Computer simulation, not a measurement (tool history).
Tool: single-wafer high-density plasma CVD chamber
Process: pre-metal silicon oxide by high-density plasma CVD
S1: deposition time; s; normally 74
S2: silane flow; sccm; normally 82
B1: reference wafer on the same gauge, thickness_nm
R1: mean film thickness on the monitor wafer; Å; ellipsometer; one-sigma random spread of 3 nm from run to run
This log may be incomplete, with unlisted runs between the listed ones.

run 1 day=0 | S1=74 S2=82 | B1=718.954 | R1=6310.73
run 2 day=3.325 | S1=74 S2=82 | B1=717.807 | R1=6196.02
run 3 day=6.312 | S1=74 S2=82 | B1=718.09 | R1=6265.23
run 4 day=9.246 | S1=74 S2=82 | B1=717.768 | R1=6253.08
run 5 day=12.671 | S1=74 S2=82 | B1=717.227 | R1=6260.89
run 6 day=15.979 | S1=74 S2=82 | B1=717.881 | R1=6299.87
run 7 day=18.825 | S1=74 S2=82 | B1=717.73 | R1=6288.58
run 8 day=20.658 | S1=74 S2=82 | B1=717.512 | R1=6226.47
run 9 day=22.683 | S1=74 S2=82 | B1=717.87 | R1=6323.02
run 10 day=26.238 | S1=74 S2=82 | B1=717.816 | R1=6271.45
run 11 day=30.592 | S1=74 S2=82 | B1=718.261 | R1=6293.59
run 12 day=33.829 | S1=74 S2=82 | B1=718.791 | R1=6313.22
-- day=36.683 silane flow controller replaced
run 13 day=38.246 | S1=74 S2=82 | B1=718.356 | R1=6084.44
-- day=38.721 gauge calibrated
run 14 day=45.95 | S1=74 S2=82 | B1=717.631 | R1=6121.85
run 15 day=47.975 | S1=80.6 S2=82 | B1=718.673 | R1=6691.26
run 16 day=50.258 | S1=74 S2=82 | B1=718.42 | R1=6200.06
run 17 day=52.721 | S1=74 S2=82 | B1=717.575 | R1=6199.28
run 18 day=56.933 | S1=68.2 S2=74 | B1=718.253 | R1=5112.57
run 19 day=65.212 | S1=74 S2=82 | B1=718.061 | R1=6167.18
run 20 day=66.9 | S1=60.5 S2=67 | B1=717.648 | R1=4148.81
run 21 day=69.296 | S1=88.3 S2=72 | B1=718.497 | R1=6479.26
run 22 day=71.767 | S1=82 S2=96 | B1=718.229 | R1=8071.24
run 23 day=74.254 | S1=74 S2=82 | B1=717.708 | R1=6196.58
run 24 day=76.804 | S1=74 S2=82 | B1=718.119 | R1=6255.8
run 25 day=79.879 | S1=79.3 S2=72 | B1=718.266 | R1=5813.17
run 26 day=84.196 | S1=79.5 S2=67 | B1=718.399 | R1=5501.54
run 27 day=86.629 | S1=82 S2=95 | B1=718.514 | R1=7924.97
run 28 day=90.721 | S1=74 S2=77 | B1=717.763 | R1=5843.84
run 29 day=93.896 | S1=74 S2=82 | B1=718.41 | R1=6197.12
run 30 day=98.154 | S1=60.7 S2=82 | B1=718.083 | R1=5065.2
run 31 day=100.729 | S1=66.9 S2=82 | B1=717.939 | R1=5634.63

Forecast each of these 5 alternatives for the next run:
run A day=100.746 | S1=74 S2=82 | B1=? | R1=?
run B day=100.746 | S1=69.9 S2=92 | B1=? | R1=?
run C day=100.746 | S1=78.4 S2=69 | B1=? | R1=?
run D day=100.746 | S1=65 S2=72 | B1=? | R1=?
run E day=100.746 | S1=85.4 S2=82 | B1=? | R1=?

run=A B1=718.516 R1=6242.52
run=B B1=718.516 R1=6615.75
run=C B1=718.516 R1=5565.18
run=D B1=718.516 R1=4814.6
run=E B1=718.516 R1=7204.21
Stripped of hidden state, with their random variation kept, the same runs would have yielded:
run=A R1=6072.48
run=B R1=6435.55
run=C R1=5413.59
run=D R1=4683.45
run=E R1=7007.97
